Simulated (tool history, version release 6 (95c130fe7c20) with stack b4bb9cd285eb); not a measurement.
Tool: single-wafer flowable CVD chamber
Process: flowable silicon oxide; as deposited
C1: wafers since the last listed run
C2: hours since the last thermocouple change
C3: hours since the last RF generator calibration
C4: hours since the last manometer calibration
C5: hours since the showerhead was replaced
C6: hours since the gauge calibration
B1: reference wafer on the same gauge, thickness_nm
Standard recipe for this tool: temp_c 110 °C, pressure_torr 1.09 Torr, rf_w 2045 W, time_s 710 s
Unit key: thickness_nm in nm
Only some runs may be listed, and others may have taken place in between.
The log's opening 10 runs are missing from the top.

Run 11, hour 159.8: usual settings but rf_w 1885 W; C1 30; C2 179.8; C3 1663.2; C4 2497.1; C5 4577.7; C6 545.5; B1 383.757. Result: thickness_nm 455.472 nm.
At hour 199.5: showerhead replaced.
At hour 203.9: capacitance manometer re-zeroed and calibrated.
Run 12, hour 204.4: usual settings but pressure_torr 0.91 Torr, rf_w 2300 W; C1 82; C2 224.4; C3 1707.8; C4 0.5; C5 4.9; C6 590.1; B1 383.949. Result: thickness_nm 391.553 nm.
Run 13, hour 206.3: usual settings but temp_c 116 °C, pressure_torr 1.19 Torr, rf_w 2160 W, time_s 748 s; C1 4; C2 226.3; C3 1709.7; C4 2.4; C5 6.8; C6 592.0; B1 384.302. Result: thickness_nm 453.335 nm.
At hour 212.4: gauge calibrated.
Run 14, hour 220.4: usual settings but pressure_torr 0.87 Torr; C1 36; C2 240.4; C3 1723.8; C4 16.5; C5 20.9; C6 8.0; B1 383.839. Result: thickness_nm 365.201 nm.
At hour 230.2: RF generator calibrated.
Run 15, hour 230.7: usual settings but rf_w 2140 W; C1 5; C2 250.7; C3 0.5; C4 26.8; C5 31.2; C6 18.3; B1 383.624. Result: thickness_nm 467.142 nm.
Run 16, hour 235.8: usual settings but temp_c 125 °C, pressure_torr 1.00 Torr, rf_w 1885 W, time_s 808 s; C1 13; C2 255.8; C3 5.6; C4 31.9; C5 36.3; C6 23.4; B1 384.080. Result: thickness_nm 316.089 nm.
Run 17, hour 248.3: usual settings but rf_w 2400 W, time_s 577 s; C1 32; C2 268.3; C3 18.1; C4 44.4; C5 48.8; C6 35.9; B1 384.275. Result: thickness_nm 387.304 nm.
Run 18, hour 254.9: usual settings; C1 16; C2 274.9; C3 24.7; C4 51.0; C5 55.4; C6 42.5; B1 384.397. Result: thickness_nm 463.991 nm.
Run 19, hour 261.0: usual settings; C1 15; C2 281.0; C3 30.8; C4 57.1; C5 61.5; C6 48.6; B1 384.283. Result: thickness_nm 461.144 nm.
Run 20, hour 275.7: usual settings; C1 37; C2 295.7; C3 45.5; C4 71.8; C5 76.2; C6 63.3; B1 383.925. Result: thickness_nm 458.921 nm.
Run 21, hour 285.2: usual settings; C1 24; C2 305.2; C3 55.0; C4 81.3; C5 85.7; C6 72.8; B1 384.103. Result: thickness_nm 464.879 nm.
Run 22, hour 302.3: usual settings but temp_c 97 °C, pressure_torr 1.34 Torr, rf_w 1740 W, time_s 763 s; C1 43; C2 322.3; C3 72.1; C4 98.4; C5 102.8; C6 89.9; B1 384.131. Result: thickness_nm 852.848 nm.
Run 23, hour 310.1: usual settings but temp_c 101 °C, rf_w 2310 W; C1 20; C2 330.1; C3 79.9; C4 106.2; C5 110.6; C6 97.7; B1 383.715. Result: thickness_nm 614.310 nm.
Run 24, hour 321.5: usual settings but temp_c 104 °C, time_s 571 s; C1 29; C2 341.5; C3 91.3; C4 117.6; C5 122.0; C6 109.1; B1 384.118. Result: thickness_nm 441.695 nm.
Run 25, hour 333.9: usual settings but rf_w 2415 W, time_s 765 s; C1 31; C2 353.9; C3 103.7; C4 130.0; C5 134.4; C6 121.5; B1 384.189. Result: thickness_nm 512.461 nm.
Run 26, hour 351.6: usual settings; C1 45; C2 371.6; C3 121.4; C4 147.7; C5 152.1; C6 139.2; B1 383.993. Result: thickness_nm 460.142 nm.
Run 27, hour 362.8: usual settings but pressure_torr 0.94 Torr; C1 28; C2 382.8; C3 132.6; C4 158.9; C5 163.3; C6 150.4; B1 384.854. Result: thickness_nm 394.856 nm.
Run 28, hour 373.7: usual settings but temp_c 120 °C, pressure_torr 0.96 Torr, rf_w 2450 W, time_s 628 s; C1 27; C2 393.7; C3 143.5; C4 169.8; C5 174.2; C6 161.3; B1 383.163. Result: thickness_nm 278.579 nm.
Run 29, hour 389.1: usual settings but temp_c 103 °C, pressure_torr 0.92 Torr, time_s 671 s; C1 39; C2 409.1; C3 158.9; C4 185.2; C5 189.6; C6 176.7; B1 383.814. Result: thickness_nm 444.851 nm.
Run 30, hour 403.4: usual settings but temp_c 123 °C; C1 36; C2 423.4; C3 173.2; C4 199.5; C5 203.9; C6 191.0; B1 383.831. Result: thickness_nm 326.354 nm.

Each row is a separate what-if for the run after 30, all from the same tool condition, not one after another. Results?
Run A, hour 404.0: usual settings; C1 1; C2 424.0; C3 173.8; C4 200.1; C5 204.5; C6 191.6; B1 ?. Result: thickness_nm ?.
Run B, hour 404.0: usual settings but temp_c 105 °C, pressure_torr 0.88 Torr, time_s 791 s; C1 1; C2 424.0; C3 173.8; C4 200.1; C5 204.5; C6 191.6; B1 ?. Result: thickness_nm ?.
Run C, hour 404.0: usual settings but temp_c 102 °C, pressure_torr 1.23 Torr, time_s 647 s; C1 1; C2 424.0; C3 173.8; C4 200.1; C5 204.5; C6 191.6; B1 ?. Result: thickness_nm ?.

run       B1  thickness_nm
  A  384.239       461.335
  B  384.239       473.028
  C  384.239       598.365
Without the tool's unlogged condition, the same runs would have read:
run  thickness_nm
  A       470.766
  B       483.183
  C       611.394
